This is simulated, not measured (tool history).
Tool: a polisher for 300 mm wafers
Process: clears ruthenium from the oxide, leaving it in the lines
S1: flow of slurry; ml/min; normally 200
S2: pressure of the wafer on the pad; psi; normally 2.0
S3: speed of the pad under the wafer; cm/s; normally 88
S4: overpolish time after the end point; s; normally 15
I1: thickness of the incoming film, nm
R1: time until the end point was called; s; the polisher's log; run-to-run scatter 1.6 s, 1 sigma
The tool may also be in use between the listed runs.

Run 1, hour 0.0: usual settings but S2 2.3 psi; I1 120.5. Result: R1 93.3 s.
At hour 2.1: head pressure recalibrated.
At hour 22.7: worn pad replaced by a new one.
Run 2, hour 25.0: usual settings but S2 2.3 psi; I1 118.5. Result: R1 89.6 s.
Run 3, hour 57.5: usual settings but S3 96 cm/s; I1 120.4. Result: R1 95.7 s.
Run 4, hour 97.6: usual settings but S3 96 cm/s; I1 119.3. Result: R1 97.7 s.
Run 5, hour 124.2: usual settings but S3 96 cm/s; I1 121.8. Result: R1 95.9 s.
At hour 174.1: worn pad replaced by a new one.
Run 6, hour 175.8: usual settings but S3 72 cm/s; I1 120.0. Result: R1 116.8 s.
Run 7, hour 204.6: usual settings but S3 72 cm/s; I1 122.3. Result: R1 119.4 s.
At hour 234.2: slurry nozzle cleaned.
Run 8, hour 246.2: usual settings; I1 118.1. Result: R1 98.8 s.
Run 9, hour 299.4: usual settings but S2 2.5 psi; I1 119.9. Result: R1 88.3 s.
At hour 345.8: worn pad replaced by a new one.
Run 10, hour 397.9: usual settings but S1 180 ml/min, S2 1.5 psi, S3 98 cm/s; I1 118.8. Result: R1 114.4 s.
Run 11, hour 434.0: usual settings but S3 108 cm/s, S4 19 s; I1 120.1. Result: R1 89.1 s.
At hour 481.0: head pressure recalibrated.
Run 12, hour 493.3: usual settings; I1 120.6. Result: R1 99.7 s.
At hour 507.1: worn pad replaced by a new one.
Run 13, hour 553.7: usual settings but S1 145 ml/min, S2 2.2 psi, S3 78 cm/s, S4 17 s; I1 119.8. Result: R1 108.0 s.

Run 14 has not been measured yet. What should we expect?
Run 14, hour 605.6: usual settings but S1 155 ml/min, S2 2.3 psi; I1 117.5. Result: R1 ?.

{"run 14": {"R1": 96.4}}
With the hidden condition absent and the run-to-run variation left alone, this run would have shown R1 96.4 s.
